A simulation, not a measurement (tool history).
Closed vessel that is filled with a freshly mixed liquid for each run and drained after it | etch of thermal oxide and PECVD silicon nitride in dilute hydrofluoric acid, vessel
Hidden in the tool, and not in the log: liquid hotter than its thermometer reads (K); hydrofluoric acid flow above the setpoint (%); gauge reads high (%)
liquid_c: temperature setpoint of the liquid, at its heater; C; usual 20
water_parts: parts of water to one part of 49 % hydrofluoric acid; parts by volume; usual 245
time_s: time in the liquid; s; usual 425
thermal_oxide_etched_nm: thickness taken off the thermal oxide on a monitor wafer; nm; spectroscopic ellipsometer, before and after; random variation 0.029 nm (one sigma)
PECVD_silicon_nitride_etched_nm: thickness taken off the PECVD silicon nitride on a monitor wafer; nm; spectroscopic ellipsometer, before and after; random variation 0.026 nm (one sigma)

run,day,liquid_c,water_parts,time_s,wafers since the last listed run,hours since the thermometer was replaced,hours since the hydrofluoric acid flow meter was replaced,hours since the gauge calibration,"read-back film thickness of the thermal oxide reference wafer, read on the same gauge (nm)","read-back film thickness of the PECVD silicon nitride reference wafer, read on the same gauge (nm)",thermal_oxide_etched_nm,PECVD_silicon_nitride_etched_nm
1,0,20,245,255,0,2167,2099.1,62.2,109.93,130.01,3.58,5
2,0.912,20,245,255,1415,2188.9,2121,84.1,109.98,130.01,3.57,5.02
3,2.004,20,245,255,1693,2215.1,2147.2,110.3,110.02,130,3.58,4.99
4,3.25,20,245,425,1933,2245,2177.1,140.2,110,129.99,5.99,8.38
5,4.746,20,245,425,2321,2280.9,2213,176.1,110.01,130.01,6.02,8.37
6,5.292,20,245,425,846,2294,2226.1,189.2,109.96,130,6.07,8.41
7,6.612,20,245,425,2049,2325.7,2257.8,220.9,110.01,129.99,6.03,8.42
8,7.35,20,245,425,1144,2343.4,2275.5,238.6,109.98,130,5.99,8.41
# day 9.033: hydrofluoric acid flow meter replaced
9,9.579,19,245,425,3394,2396.9,13.1,292.1,109.97,130,5.74,7.89
10,10.104,19,245,425,814,2409.5,25.7,304.7,109.96,129.98,5.78,7.89
# day 10.642: thermometer replaced
11,11.138,17,330,425,1538,11.9,50.5,329.5,109.98,129.98,3.86,5.68
12,11.792,20,180,425,1015,27.6,66.2,345.2,110,130,9.16,12.43
13,12.296,20,245,425,782,39.7,78.3,357.3,109.98,129.99,6.34,9.13
# day 12.604: gauge calibrated
14,13.704,20,245,330,2185,73.5,112.1,26.4,110,130,4.93,7.12
# day 14.504: thermometer replaced, repeated, since the last time left the tool worse
15,14.525,20,245,425,1208,0.5,131.8,46.1,109.99,130.01,5.7,7.55
16,15.246,20,245,425,1118,17.8,149.1,63.4,109.93,129.99,5.62,7.58
17,16.112,21.5,305,300,1344,38.6,169.9,84.2,110.04,129.98,3.2,4.77
18,16.629,24.5,195,640,801,51,182.3,96.6,109.97,130.02,13.22,19.05
19,17.692,20,245,425,1648,76.5,207.8,122.1,110.02,129.99,5.64,7.59
20,18.254,20,310,425,872,90,221.3,135.6,110.01,130,4.21,6.04

Measured less the same run without the tool's hidden state. The same run-to-run variation is in both; the gauge's scatter may not be:
run,thermal_oxide_etched_nm,PECVD_silicon_nitride_etched_nm
1,+0.22,+0.51
2,+0.22,+0.52
3,+0.22,+0.52
4,+0.38,+0.89
5,+0.39,+0.9
6,+0.39,+0.91
7,+0.39,+0.91
8,+0.39,+0.92
9,+0.39,+0.89
10,+0.39,+0.9
11,+0.43,+1.05
12,+1.06,+2.34
13,+0.71,+1.69
14,+0.55,+1.33
15,+0.04,+0.08
16,+0.05,+0.09
17,+0.03,+0.06
18,+0.1,+0.26
19,+0.05,+0.12
20,+0.03,+0.09
